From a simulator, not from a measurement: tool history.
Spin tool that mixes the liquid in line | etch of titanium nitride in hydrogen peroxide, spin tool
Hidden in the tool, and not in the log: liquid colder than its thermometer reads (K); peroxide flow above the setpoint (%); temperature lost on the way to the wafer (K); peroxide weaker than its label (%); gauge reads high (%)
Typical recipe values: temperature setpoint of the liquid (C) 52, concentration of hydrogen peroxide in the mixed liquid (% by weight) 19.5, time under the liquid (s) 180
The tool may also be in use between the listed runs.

run    hour  temperature setpoint of the liquid (C)  concentration of hydrogen peroxide in the mixed liquid (% by weight)  time under the liquid (s)  wafers since the last listed run  hours since the thermometer was replaced  hours since the peroxide flow meter was replaced  hours since the heated supply line was repaired  hours since the drum of peroxide was connected  hours since the gauge calibration  read-back film thickness of the titanium nitride reference wafer, read on the same gauge (nm)  thickness taken off the titanium nitride on a monitor wafer (nm)
  1       0                                      52                                                                  19.5                        180                                 0                                    1699.3                                             301.3                                            964.7                                           851.3                              962.2                                                                                          99.99                                                              5.18
  2      43                                      52                                                                  19.5                        180                               398                                    1742.3                                             344.3                                           1007.7                                           894.3                             1005.2                                                                                         100.03                                                              5.16
  3    78.1                                      52                                                                  19.5                        110                               325                                    1777.4                                             379.4                                           1042.8                                           929.4                             1040.3                                                                                            100                                                              3.16
  4   185.8                                      52                                                                  19.5                        180                               997                                    1885.1                                             487.1                                           1150.5                                          1037.1                               1148                                                                                            100                                                              5.17
      210.4  -- new drum of peroxide connected
      223.8  -- heated supply line repaired
      370.3  -- thermometer replaced
  5   370.8                                      52                                                                  19.5                        180                              1685                                       0.5                                             672.1                                              147                                           160.4                               1333                                                                                          99.99                                                              5.43
  6   427.1                                      52                                                                  19.5                        180                               521                                      56.8                                             728.4                                            203.3                                           216.7                             1389.3                                                                                            100                                                              5.42
  7   465.6                                      52                                                                  19.5                        180                               356                                      95.3                                             766.9                                            241.8                                           255.2                             1427.8                                                                                            100                                                              5.39
  8   498.8                                      52                                                                    18                        135                               307                                     128.5                                             800.1                                              275                                           288.4                               1461                                                                                            100                                                              3.98
  9   558.1                                      52                                                                  19.5                        180                               549                                     187.8                                             859.4                                            334.3                                           347.7                             1520.3                                                                                         100.02                                                              5.45
 10   601.3                                    48.5                                                                  19.5                        180                               400                                       231                                             902.6                                            377.5                                           390.9                             1563.5                                                                                          99.99                                                              4.17
 11   648.7                                      52                                                                  21.5                        125                               439                                     278.4                                               950                                            424.9                                           438.3                             1610.9                                                                                          99.99                                                              3.82
      684.5  -- gauge calibrated
 12   707.3                                      47                                                                    23                        180                               542                                       337                                            1008.6                                            483.5                                           496.9                               22.8                                                                                            100                                                              3.88
 13   760.3                                      52                                                                  15.5                        180                               490                                       390                                            1061.6                                            536.5                                           549.9                               75.8                                                                                          99.98                                                               5.1
 14   798.6                                      48                                                                  24.5                        145                               354                                     428.3                                            1099.9                                            574.8                                           588.2                              114.1                                                                                         100.01                                                              3.38
 15   958.9                                      52                                                                  19.5                        180                              1484                                     588.6                                            1260.2                                            735.1                                           748.5                              274.4                                                                                         100.02                                                              5.31
 16  1004.8                                      52                                                                    14                        180                               425                                     634.5                                            1306.1                                              781                                           794.4                              320.3                                                                                            100                                                              4.91
       1018  -- peroxide flow meter replaced
 17  1060.9                                      49                                                                    25                        115                               510                                     690.6                                              42.9                                            837.1                                           850.5                              376.4                                                                                         100.01                                                              2.89
 18  1100.4                                      52                                                                  19.5                        180                               365                                     730.1                                              82.4                                            876.6                                             890                              415.9                                                                                            100                                                              5.26
 19  1137.9                                      42                                                                  19.5                        180                               347                                     767.6                                             119.9                                            914.1                                           927.5                              453.4                                                                                          99.99                                                              2.51
 20  1167.4                                      52                                                                  19.5                        180                               273                                     797.1                                             149.4                                            943.6                                             957                              482.9                                                                                            100                                                              5.22
 21  1191.4                                      52                                                                  19.5                        180                               222                                     821.1                                             173.4                                            967.6                                             981                              506.9                                                                                          99.99                                                              5.27
 22  1244.4                                      52                                                                  22.5                        100                               490                                     874.1                                             226.4                                           1020.6                                            1034                              559.9                                                                                         100.02                                                              2.97
     1260.9  -- heated supply line repaired
     1347.7  -- new drum of peroxide connected
 23  1433.1                                      42                                                                  19.5                        180                              1729                                    1062.8                                             415.1                                            172.2                                            85.4                              748.6                                                                                         100.01                                                              2.55
 24  1466.8                                    46.5                                                                  15.5                        180                               312                                    1096.5                                             448.8                                            205.9                                           119.1                              782.3                                                                                          99.98                                                              3.39

Branching from run 24: 5 alternative next runs. What would each branch give?
  A  1467.3                                      52                                                                  16.5                        180                                 4                                      1097                                             449.3                                            206.4                                           119.6                              782.8                                                                                              ?                                                                 ?
  B  1467.3                                      59                                                                    17                        125                                 4                                      1097                                             449.3                                            206.4                                           119.6                              782.8                                                                                              ?                                                                 ?
  C  1467.3                                      52                                                                    23                         85                                 4                                      1097                                             449.3                                            206.4                                           119.6                              782.8                                                                                              ?                                                                 ?
  D  1467.3                                      58                                                                    18                        220                                 4                                      1097                                             449.3                                            206.4                                           119.6                              782.8                                                                                              ?                                                                 ?
  E  1467.3                                      52                                                                  16.5                        235                                 4                                      1097                                             449.3                                            206.4                                           119.6                              782.8                                                                                              ?                                                                 ?

run  read-back film thickness of the titanium nitride reference wafer, read on the same gauge (nm)  thickness taken off the titanium nitride on a monitor wafer (nm)
  A                                                                                         100.01                                                              5.18
  B                                                                                         100.01                                                              5.91
  C                                                                                         100.01                                                              2.63
  D                                                                                         100.01                                                              9.83
  E                                                                                         100.01                                                              6.76
What these runs would have given with no unlogged condition in the tool:
run  thickness taken off the titanium nitride on a monitor wafer (nm)
  A                                                               5.3
  B                                                              6.04
  C                                                              2.69
  D                                                             10.05
  E                                                              6.92
